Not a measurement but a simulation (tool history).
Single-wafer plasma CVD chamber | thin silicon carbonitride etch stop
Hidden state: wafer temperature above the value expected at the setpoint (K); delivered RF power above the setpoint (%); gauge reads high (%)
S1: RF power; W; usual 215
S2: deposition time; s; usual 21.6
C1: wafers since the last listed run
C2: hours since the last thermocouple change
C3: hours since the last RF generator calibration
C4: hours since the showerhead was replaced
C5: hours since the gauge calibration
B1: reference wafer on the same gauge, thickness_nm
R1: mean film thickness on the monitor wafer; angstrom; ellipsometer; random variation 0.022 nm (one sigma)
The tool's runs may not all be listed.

run 1 hour=0.0 | S1=215 S2=19.0 | C1=0 C2=1013.2 C3=1496.4 C4=6332.6 C5=1006.1 | B1=12.297 | R1=111.45
run 2 hour=26.1 | S1=215 S2=19.0 | C1=851 C2=1039.3 C3=1522.5 C4=6358.7 C5=1032.2 | B1=12.300 | R1=111.40
run 3 hour=44.9 | S1=215 S2=21.6 | C1=613 C2=1058.1 C3=1541.3 C4=6377.5 C5=1051.0 | B1=12.302 | R1=126.67
run 4 hour=76.4 | S1=215 S2=21.6 | C1=1028 C2=1089.6 C3=1572.8 C4=6409.0 C5=1082.5 | B1=12.302 | R1=126.58
-- hour=85.0 thermocouple changed; heater temperature recalibrated
run 5 hour=100.1 | S1=215 S2=21.6 | C1=512 C2=15.1 C3=1596.5 C4=6432.7 C5=1106.2 | B1=12.299 | R1=126.54
run 6 hour=129.8 | S1=215 S2=21.6 | C1=969 C2=44.8 C3=1626.2 C4=6462.4 C5=1135.9 | B1=12.297 | R1=126.71
run 7 hour=160.4 | S1=215 S2=21.6 | C1=998 C2=75.4 C3=1656.8 C4=6493.0 C5=1166.5 | B1=12.300 | R1=126.67
run 8 hour=180.3 | S1=215 S2=21.6 | C1=649 C2=95.3 C3=1676.7 C4=6512.9 C5=1186.4 | B1=12.298 | R1=126.15
run 9 hour=204.9 | S1=215 S2=21.6 | C1=803 C2=119.9 C3=1701.3 C4=6537.5 C5=1211.0 | B1=12.298 | R1=126.33
run 10 hour=217.4 | S1=215 S2=21.6 | C1=408 C2=132.4 C3=1713.8 C4=6550.0 C5=1223.5 | B1=12.300 | R1=126.58
run 11 hour=242.7 | S1=215 S2=21.6 | C1=825 C2=157.7 C3=1739.1 C4=6575.3 C5=1248.8 | B1=12.300 | R1=126.58
run 12 hour=261.6 | S1=215 S2=21.6 | C1=616 C2=176.6 C3=1758.0 C4=6594.2 C5=1267.7 | B1=12.305 | R1=126.10
-- hour=272.0 gauge calibrated
run 13 hour=292.8 | S1=195 S2=21.6 | C1=1018 C2=207.8 C3=1789.2 C4=6625.4 C5=20.8 | B1=12.298 | R1=124.25
run 14 hour=320.7 | S1=215 S2=21.6 | C1=910 C2=235.7 C3=1817.1 C4=6653.3 C5=48.7 | B1=12.299 | R1=126.03
-- hour=343.7 showerhead replaced, of another model than before
run 15 hour=417.0 | S1=255 S2=17.7 | C1=2882 C2=332.0 C3=1913.4 C4=73.3 C5=145.0 | B1=12.299 | R1=106.05
run 16 hour=440.9 | S1=215 S2=21.6 | C1=780 C2=355.9 C3=1937.3 C4=97.2 C5=168.9 | B1=12.300 | R1=127.04
run 17 hour=471.5 | S1=240 S2=18.5 | C1=998 C2=386.5 C3=1967.9 C4=127.8 C5=199.5 | B1=12.295 | R1=110.19
run 18 hour=493.6 | S1=215 S2=21.6 | C1=721 C2=408.6 C3=1990.0 C4=149.9 C5=221.6 | B1=12.300 | R1=127.16
-- hour=524.2 RF generator calibrated
run 19 hour=526.1 | S1=195 S2=24.8 | C1=799 C2=441.1 C3=1.9 C4=182.4 C5=254.1 | B1=12.296 | R1=145.56
run 20 hour=551.9 | S1=215 S2=21.6 | C1=842 C2=466.9 C3=27.7 C4=208.2 C5=279.9 | B1=12.298 | R1=128.40
run 21 hour=586.9 | S1=230 S2=25.3 | C1=1142 C2=501.9 C3=62.7 C4=243.2 C5=314.9 | B1=12.303 | R1=150.58
run 22 hour=599.0 | S1=175 S2=17.6 | C1=394 C2=514.0 C3=74.8 C4=255.3 C5=327.0 | B1=12.295 | R1=102.19
run 23 hour=622.2 | S1=215 S2=21.6 | C1=757 C2=537.2 C3=98.0 C4=278.5 C5=350.2 | B1=12.300 | R1=128.48
run 24 hour=642.1 | S1=225 S2=25.1 | C1=649 C2=557.1 C3=117.9 C4=298.4 C5=370.1 | B1=12.300 | R1=149.46
run 25 hour=676.7 | S1=215 S2=21.6 | C1=1129 C2=591.7 C3=152.5 C4=333.0 C5=404.7 | B1=12.298 | R1=128.37
run 26 hour=709.1 | S1=215 S2=18.4 | C1=1057 C2=624.1 C3=184.9 C4=365.4 C5=437.1 | B1=12.301 | R1=109.08
run 27 hour=726.2 | S1=230 S2=21.6 | C1=558 C2=641.2 C3=202.0 C4=382.5 C5=454.2 | B1=12.301 | R1=129.35
run 28 hour=752.8 | S1=195 S2=23.4 | C1=868 C2=667.8 C3=228.6 C4=409.1 C5=480.8 | B1=12.301 | R1=137.36
run 29 hour=772.4 | S1=215 S2=21.6 | C1=639 C2=687.4 C3=248.2 C4=428.7 C5=500.4 | B1=12.299 | R1=127.98
run 30 hour=801.0 | S1=240 S2=17.4 | C1=933 C2=716.0 C3=276.8 C4=457.3 C5=529.0 | B1=12.301 | R1=104.70
run 31 hour=832.0 | S1=180 S2=23.2 | C1=1011 C2=747.0 C3=307.8 C4=488.3 C5=560.0 | B1=12.301 | R1=135.17
run 32 hour=864.5 | S1=215 S2=21.6 | C1=1060 C2=779.5 C3=340.3 C4=520.8 C5=592.5 | B1=12.298 | R1=127.95
run 33 hour=894.2 | S1=185 S2=19.9 | C1=969 C2=809.2 C3=370.0 C4=550.5 C5=622.2 | B1=12.295 | R1=116.23
run 34 hour=915.6 | S1=250 S2=25.8 | C1=698 C2=830.6 C3=391.4 C4=571.9 C5=643.6 | B1=12.301 | R1=155.08

Branching from run 34: 5 alternative next runs. What would each branch give?
run A hour=916.0 | S1=215 S2=21.6 | C1=13 C2=831.0 C3=391.8 C4=572.3 C5=644.0 | B1=? | R1=?
run B hour=916.0 | S1=200 S2=25.8 | C1=13 C2=831.0 C3=391.8 C4=572.3 C5=644.0 | B1=? | R1=?
run C hour=916.0 | S1=205 S2=23.0 | C1=13 C2=831.0 C3=391.8 C4=572.3 C5=644.0 | B1=? | R1=?
run D hour=916.0 | S1=200 S2=25.5 | C1=13 C2=831.0 C3=391.8 C4=572.3 C5=644.0 | B1=? | R1=?
run E hour=916.0 | S1=255 S2=22.9 | C1=13 C2=831.0 C3=391.8 C4=572.3 C5=644.0 | B1=? | R1=?

run=A B1=12.294 R1=127.82
run=B B1=12.294 R1=151.51
run=C B1=12.294 R1=135.41
run=D B1=12.294 R1=149.75
run=E B1=12.294 R1=138.18
Without the tool's unlogged condition, the same runs would have read:
run=A R1=128.06
run=B R1=151.79
run=C R1=135.67
run=D R1=150.03
run=E R1=138.44

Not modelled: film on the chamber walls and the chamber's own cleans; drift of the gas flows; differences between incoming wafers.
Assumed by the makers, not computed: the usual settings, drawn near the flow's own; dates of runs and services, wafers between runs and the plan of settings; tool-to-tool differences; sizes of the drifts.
